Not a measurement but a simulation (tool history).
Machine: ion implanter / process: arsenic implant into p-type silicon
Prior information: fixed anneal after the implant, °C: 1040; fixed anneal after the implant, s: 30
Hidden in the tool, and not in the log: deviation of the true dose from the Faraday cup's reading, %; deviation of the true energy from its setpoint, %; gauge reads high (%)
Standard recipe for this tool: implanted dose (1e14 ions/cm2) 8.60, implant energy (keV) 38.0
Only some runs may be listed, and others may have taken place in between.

| run | hour | implanted dose (1e14 ions/cm2) | implant energy (keV) | wafers since the last listed run | hours since the last dose calibration | hours since the extraction supply was calibrated | hours since the gauge calibration | read-back reference wafer on the same gauge, sheet resistance | sheet resistance of the implanted and annealed layer (ohm/square) |
|---|---|---|---|---|---|---|---|---|---|
| 1 | 0.0 | 7.36 | 38.0 | 0 | 70.7 | 5191.8 | 304.7 | 105.32 | 127.64 |
| 2 | 73.3 | 7.36 | 38.0 | 1275 | 144.0 | 5265.1 | 378.0 | 105.17 | 127.10 |
| 3 | 120.7 | 8.60 | 38.0 | 824 | 191.4 | 5312.5 | 425.4 | 105.09 | 113.50 |
| 4 | 211.4 | 8.60 | 38.0 | 1578 | 282.1 | 5403.2 | 516.1 | 104.94 | 113.11 |
| 5 | 280.6 | 8.60 | 38.0 | 1204 | 351.3 | 5472.4 | 585.3 | 104.91 | 113.08 |
| 6 | 358.2 | 8.60 | 38.0 | 1350 | 428.9 | 5550.0 | 662.9 | 104.72 | 112.94 |
| 7 | 431.3 | 8.60 | 38.0 | 1272 | 502.0 | 5623.1 | 736.0 | 104.62 | 113.11 |
| 8 | 491.3 | 9.26 | 38.0 | 1044 | 562.0 | 5683.1 | 796.0 | 104.55 | 106.54 |
| 9 | 544.2 | 9.26 | 38.0 | 920 | 614.9 | 5736.0 | 848.9 | 104.56 | 106.58 |
| 10 | 612.6 | 9.26 | 38.0 | 1190 | 683.3 | 5804.4 | 917.3 | 104.45 | 106.62 |
|  | 811.4 | Faraday cup replaced and dose calibrated |
| 11 | 913.1 | 8.60 | 38.0 | 5090 | 101.7 | 6104.9 | 1217.8 | 104.30 | 112.37 |
| 12 | 987.3 | 8.60 | 38.0 | 1291 | 175.9 | 6179.1 | 1292.0 | 104.31 | 111.96 |
|  | 1036.0 | extraction supply calibrated |
| 13 | 1089.5 | 6.66 | 47.0 | 1639 | 278.1 | 53.5 | 1394.2 | 104.27 | 132.27 |
| 14 | 1158.4 | 10.87 | 44.0 | 1199 | 347.0 | 122.4 | 1463.1 | 104.22 | 93.07 |
|  | 1193.3 | gauge calibrated |
| 15 | 1262.8 | 6.19 | 31.0 | 1817 | 451.4 | 226.8 | 69.5 | 105.76 | 148.79 |
| 16 | 1357.3 | 10.98 | 46.5 | 1644 | 545.9 | 321.3 | 164.0 | 105.42 | 92.33 |
| 17 | 1438.9 | 10.68 | 45.0 | 1420 | 627.5 | 402.9 | 245.6 | 105.20 | 94.69 |
| 18 | 1506.9 | 8.60 | 48.5 | 1183 | 695.5 | 470.9 | 313.6 | 105.02 | 109.55 |
| 19 | 1599.6 | 7.34 | 30.0 | 1613 | 788.2 | 563.6 | 406.3 | 104.84 | 131.29 |
| 20 | 1649.0 | 8.60 | 38.0 | 859 | 837.6 | 613.0 | 455.7 | 104.80 | 112.80 |
|  | 1676.8 | Faraday cup replaced and dose calibrated |
| 21 | 1714.6 | 8.60 | 38.0 | 1002 | 37.8 | 678.6 | 521.3 | 104.67 | 112.75 |

3 options for the next run, each taken on its own from the tool as it stands now. Forecast them:
| A | 1715.0 | 8.60 | 38.0 | 6 | 38.2 | 679.0 | 521.7 | ? | ? |
| B | 1715.0 | 8.60 | 42.5 | 6 | 38.2 | 679.0 | 521.7 | ? | ? |
| C | 1715.0 | 7.79 | 38.0 | 6 | 38.2 | 679.0 | 521.7 | ? | ? |

| run | read-back reference wafer on the same gauge, sheet resistance | sheet resistance of the implanted and annealed layer (ohm/square) |
|---|---|---|
| A | 104.66 | 113.03 |
| B | 104.66 | 111.31 |
| C | 104.66 | 121.59 |
With the hidden condition removed and each run's random variation left untouched, the same runs would have given:
| run | sheet resistance of the implanted and annealed layer (ohm/square) |
|---|---|
| A | 114.48 |
| B | 112.74 |
| C | 123.15 |
